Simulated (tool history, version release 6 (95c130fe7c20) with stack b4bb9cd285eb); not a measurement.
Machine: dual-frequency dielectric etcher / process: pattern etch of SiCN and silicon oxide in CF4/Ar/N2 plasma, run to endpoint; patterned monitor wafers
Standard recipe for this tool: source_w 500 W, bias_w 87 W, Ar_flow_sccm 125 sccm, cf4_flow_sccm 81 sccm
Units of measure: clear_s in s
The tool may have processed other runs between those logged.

run,hour,source_w,bias_w,Ar_flow_sccm,cf4_flow_sccm,"incoming incoming film thickness, nm",clear_s
1,0.0,500,87,125,72,13.04,14.7
2,29.5,500,87,125,72,13.05,14.5
3,58.0,500,87,125,81,13.17,14.5
4,91.4,500,98,125,81,13.00,13.4
5,120.2,500,98,125,81,13.05,13.5
6,190.2,500,98,125,81,13.21,13.7
# hour 244.9: upper electrode replaced
7,247.3,590,87,118,81,12.96,12.2
8,296.7,590,87,118,81,13.15,12.3
# hour 311.4: bias power generator calibrated
9,328.6,500,87,125,81,13.20,15.0
# hour 350.5: CF4 flow controller replaced
# hour 372.4: Ar flow controller replaced
# hour 373.7: wet clean of the chamber
10,386.2,530,107,137,90,13.25,13.1
11,450.3,560,87,151,81,13.17,14.5
# hour 479.1: wet clean of the chamber, repeated, since the last time left the tool worse
12,481.6,410,99,125,91,13.12,16.0
# hour 522.4: source power generator calibrated
13,536.7,560,87,125,65,13.17,13.5
14,585.2,500,66,146,91,13.04,17.3
15,630.9,500,98,98,81,13.05,12.8
16,698.0,500,87,125,81,13.10,14.6
17,754.0,500,87,125,81,13.23,14.8

Here are 4 independent what-if runs from the current tool condition. What would each one return?
A,754.4,500,100,125,81,12.97,?
B,754.4,440,77,153,69,12.97,?
C,754.4,410,87,117,81,12.97,?
D,754.4,500,87,140,81,12.97,?

run,clear_s
A,13.6
B,19.3
C,17.6
D,15.1
Stripped of hidden state, with their random variation kept, the same runs would have yielded:
run,clear_s
A,13.3
B,18.9
C,17.2
D,14.7
